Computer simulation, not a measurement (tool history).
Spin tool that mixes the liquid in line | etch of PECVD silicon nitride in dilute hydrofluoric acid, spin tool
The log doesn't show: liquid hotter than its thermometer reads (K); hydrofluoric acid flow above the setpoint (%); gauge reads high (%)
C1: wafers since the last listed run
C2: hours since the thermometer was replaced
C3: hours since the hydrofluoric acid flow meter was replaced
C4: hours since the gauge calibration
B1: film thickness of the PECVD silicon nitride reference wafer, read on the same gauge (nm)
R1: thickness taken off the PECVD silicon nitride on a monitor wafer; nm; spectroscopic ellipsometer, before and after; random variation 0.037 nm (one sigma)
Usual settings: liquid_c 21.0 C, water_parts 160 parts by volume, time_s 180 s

Run 1, hour 0.0: usual settings but liquid_c 17.5 C; C1 0; C2 957.5; C3 506.1; C4 221.5; B1 150.000. Result: R1 3.924 nm.
Run 2, hour 19.2: usual settings but liquid_c 17.5 C; C1 139; C2 976.7; C3 525.3; C4 240.7; B1 149.965. Result: R1 3.823 nm.
Run 3, hour 37.6: usual settings; C1 133; C2 995.1; C3 543.7; C4 259.1; B1 149.998. Result: R1 4.880 nm.
Run 4, hour 54.0: usual settings; C1 119; C2 1011.5; C3 560.1; C4 275.5; B1 149.986. Result: R1 4.918 nm.
Run 5, hour 78.0: usual settings; C1 174; C2 1035.5; C3 584.1; C4 299.5; B1 149.994. Result: R1 4.918 nm.
Run 6, hour 97.3: usual settings; C1 140; C2 1054.8; C3 603.4; C4 318.8; B1 150.004. Result: R1 4.971 nm.
At hour 104.3: gauge calibrated.
Run 7, hour 111.0: usual settings; C1 99; C2 1068.5; C3 617.1; C4 6.7; B1 150.015. Result: R1 5.023 nm.
Run 8, hour 146.0: usual settings; C1 254; C2 1103.5; C3 652.1; C4 41.7; B1 149.971. Result: R1 5.008 nm.
Run 9, hour 168.1: usual settings but liquid_c 19.5 C, time_s 120 s; C1 160; C2 1125.6; C3 674.2; C4 63.8; B1 149.981. Result: R1 3.062 nm.
Run 10, hour 193.4: usual settings but time_s 285 s; C1 184; C2 1150.9; C3 699.5; C4 89.1; B1 149.952. Result: R1 7.852 nm.
At hour 212.8: thermometer replaced.
Run 11, hour 298.9: usual settings but liquid_c 26.0 C, water_parts 115 parts by volume; C1 761; C2 86.1; C3 805.0; C4 194.6; B1 150.010. Result: R1 8.648 nm.
Run 12, hour 365.8: usual settings; C1 487; C2 153.0; C3 871.9; C4 261.5; B1 150.012. Result: R1 4.608 nm.
Run 13, hour 378.5: usual settings but time_s 260 s; C1 92; C2 165.7; C3 884.6; C4 274.2; B1 149.963. Result: R1 6.612 nm.
Run 14, hour 402.9: usual settings but liquid_c 24.0 C; C1 177; C2 190.1; C3 909.0; C4 298.6; B1 149.995. Result: R1 5.628 nm.
At hour 456.1: gauge calibrated.
At hour 458.2: hydrofluoric acid flow meter replaced.
Run 15, hour 493.3: usual settings but time_s 130 s; C1 651; C2 280.5; C3 35.1; C4 37.2; B1 150.026. Result: R1 3.024 nm.
Run 16, hour 518.6: usual settings; C1 184; C2 305.8; C3 60.4; C4 62.5; B1 150.035. Result: R1 4.188 nm.
Run 17, hour 578.5: usual settings but liquid_c 22.5 C, water_parts 95 parts by volume, time_s 215 s; C1 436; C2 365.7; C3 120.3; C4 122.4; B1 150.000. Result: R1 9.339 nm.

Forecast each of these 4 alternatives for the next run:
Run A, hour 579.0: usual settings but liquid_c 18.5 C; C1 3; C2 366.2; C3 120.8; C4 122.9; B1 ?. Result: R1 ?.
Run B, hour 579.0: usual settings but water_parts 130 parts by volume, time_s 260 s; C1 3; C2 366.2; C3 120.8; C4 122.9; B1 ?. Result: R1 ?.
Run C, hour 579.0: usual settings but liquid_c 19.5 C, water_parts 90 parts by volume; C1 3; C2 366.2; C3 120.8; C4 122.9; B1 ?. Result: R1 ?.
Run D, hour 579.0: usual settings but water_parts 220 parts by volume; C1 3; C2 366.2; C3 120.8; C4 122.9; B1 ?. Result: R1 ?.

run       B1     R1
  A  150.005  3.620
  B  150.005  7.565
  C  150.005  6.785
  D  150.005  3.127
Without the tool's hidden state the same runs would have given:
run     R1
  A  3.364
  B  7.034
  C  6.301
  D  2.913

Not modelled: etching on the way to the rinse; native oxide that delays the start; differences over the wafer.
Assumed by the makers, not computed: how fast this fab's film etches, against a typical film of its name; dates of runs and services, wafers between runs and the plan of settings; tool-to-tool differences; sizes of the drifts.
